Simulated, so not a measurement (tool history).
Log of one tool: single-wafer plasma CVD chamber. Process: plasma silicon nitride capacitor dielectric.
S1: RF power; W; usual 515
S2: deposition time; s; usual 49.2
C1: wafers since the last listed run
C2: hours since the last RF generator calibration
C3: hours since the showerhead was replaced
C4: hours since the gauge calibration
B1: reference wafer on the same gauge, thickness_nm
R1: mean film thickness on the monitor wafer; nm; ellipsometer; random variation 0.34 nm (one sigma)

Run 1, hour 0.0: usual settings; C1 0; C2 853.3; C3 7753.3; C4 358.3; B1 88.432. Result: R1 76.817 nm.
Run 2, hour 68.4: usual settings; C1 1081; C2 921.7; C3 7821.7; C4 426.7; B1 88.532. Result: R1 76.044 nm.
Run 3, hour 114.3: usual settings; C1 725; C2 967.6; C3 7867.6; C4 472.6; B1 88.532. Result: R1 76.612 nm.
Run 4, hour 164.7: usual settings; C1 797; C2 1018.0; C3 7918.0; C4 523.0; B1 88.554. Result: R1 76.416 nm.
Run 5, hour 226.4: usual settings; C1 975; C2 1079.7; C3 7979.7; C4 584.7; B1 88.520. Result: R1 76.746 nm.
Run 6, hour 426.5: usual settings but S2 43.2 s; C1 3164; C2 1279.8; C3 8179.8; C4 784.8; B1 88.417. Result: R1 67.400 nm.
Run 7, hour 468.3: usual settings; C1 661; C2 1321.6; C3 8221.6; C4 826.6; B1 88.432. Result: R1 75.826 nm.
Run 8, hour 516.5: usual settings; C1 762; C2 1369.8; C3 8269.8; C4 874.8; B1 88.493. Result: R1 76.129 nm.
Run 9, hour 555.9: usual settings; C1 623; C2 1409.2; C3 8309.2; C4 914.2; B1 88.423. Result: R1 75.775 nm.
Run 10, hour 586.7: usual settings; C1 487; C2 1440.0; C3 8340.0; C4 945.0; B1 88.465. Result: R1 76.051 nm.
Run 11, hour 654.6: usual settings; C1 1073; C2 1507.9; C3 8407.9; C4 1012.9; B1 88.428. Result: R1 75.456 nm.
Run 12, hour 726.2: usual settings; C1 1132; C2 1579.5; C3 8479.5; C4 1084.5; B1 88.404. Result: R1 75.904 nm.
Run 13, hour 788.0: usual settings; C1 977; C2 1641.3; C3 8541.3; C4 1146.3; B1 88.457. Result: R1 75.504 nm.
Run 14, hour 828.5: usual settings; C1 640; C2 1681.8; C3 8581.8; C4 1186.8; B1 88.431. Result: R1 76.068 nm.
Run 15, hour 873.2: usual settings but S1 425 W, S2 40.7 s; C1 707; C2 1726.5; C3 8626.5; C4 1231.5; B1 88.626. Result: R1 58.812 nm.
Run 16, hour 937.0: usual settings; C1 1009; C2 1790.3; C3 8690.3; C4 1295.3; B1 88.455. Result: R1 74.880 nm.
At hour 975.1: showerhead replaced.
Run 17, hour 984.5: usual settings but S1 540 W, S2 58.4 s; C1 624; C2 1837.8; C3 9.4; C4 1342.8; B1 88.478. Result: R1 90.232 nm.
At hour 998.6: RF generator calibrated.
Run 18, hour 1021.0: usual settings; C1 450; C2 22.4; C3 45.9; C4 1379.3; B1 88.500. Result: R1 73.552 nm.
Run 19, hour 1079.7: usual settings but S1 460 W, S2 40.4 s; C1 928; C2 81.1; C3 104.6; C4 1438.0; B1 88.497. Result: R1 58.685 nm.
At hour 1108.8: gauge calibrated.
At hour 1199.9: RF generator calibrated, repeated, since the last time left the tool worse.
Run 20, hour 1200.3: usual settings but S1 600 W, S2 57.6 s; C1 1780; C2 0.4; C3 225.2; C4 91.5; B1 88.451. Result: R1 94.503 nm.
Run 21, hour 1265.0: usual settings but S1 420 W, S2 45.6 s; C1 1023; C2 65.1; C3 289.9; C4 156.2; B1 88.494. Result: R1 66.064 nm.
Run 22, hour 1291.3: usual settings but S2 57.1 s; C1 415; C2 91.4; C3 316.2; C4 182.5; B1 88.425. Result: R1 88.837 nm.
Run 23, hour 1350.4: usual settings but S2 43.0 s; C1 934; C2 150.5; C3 375.3; C4 241.6; B1 88.489. Result: R1 67.128 nm.
Run 24, hour 1390.7: usual settings but S1 560 W, S2 41.4 s; C1 637; C2 190.8; C3 415.6; C4 281.9; B1 88.501. Result: R1 66.716 nm.
Run 25, hour 1525.3: usual settings but S1 560 W, S2 41.9 s; C1 2128; C2 325.4; C3 550.2; C4 416.5; B1 88.503. Result: R1 67.451 nm.

5 ways to go on from here, each from the tool as it stands after run 25. What would each give?
Run A, hour 1525.7: usual settings but S1 580 W; C1 6; C2 325.8; C3 550.6; C4 416.9; B1 ?. Result: R1 ?.
Run B, hour 1525.7: usual settings but S1 425 W, S2 55.3 s; C1 6; C2 325.8; C3 550.6; C4 416.9; B1 ?. Result: R1 ?.
Run C, hour 1525.7: usual settings but S1 435 W, S2 53.1 s; C1 6; C2 325.8; C3 550.6; C4 416.9; B1 ?. Result: R1 ?.
Run D, hour 1525.7: usual settings but S1 450 W; C1 6; C2 325.8; C3 550.6; C4 416.9; B1 ?. Result: R1 ?.
Run E, hour 1525.7: usual settings but S1 465 W, S2 56.3 s; C1 6; C2 325.8; C3 550.6; C4 416.9; B1 ?. Result: R1 ?.

run      B1      R1
  A  88.494  79.894
  B  88.494  80.306
  C  88.494  77.778
  D  88.494  72.970
  E  88.494  84.506
Without the tool's hidden state the same runs would have given:
run      R1
  A  80.389
  B  80.803
  C  78.260
  D  73.421
  E  85.029
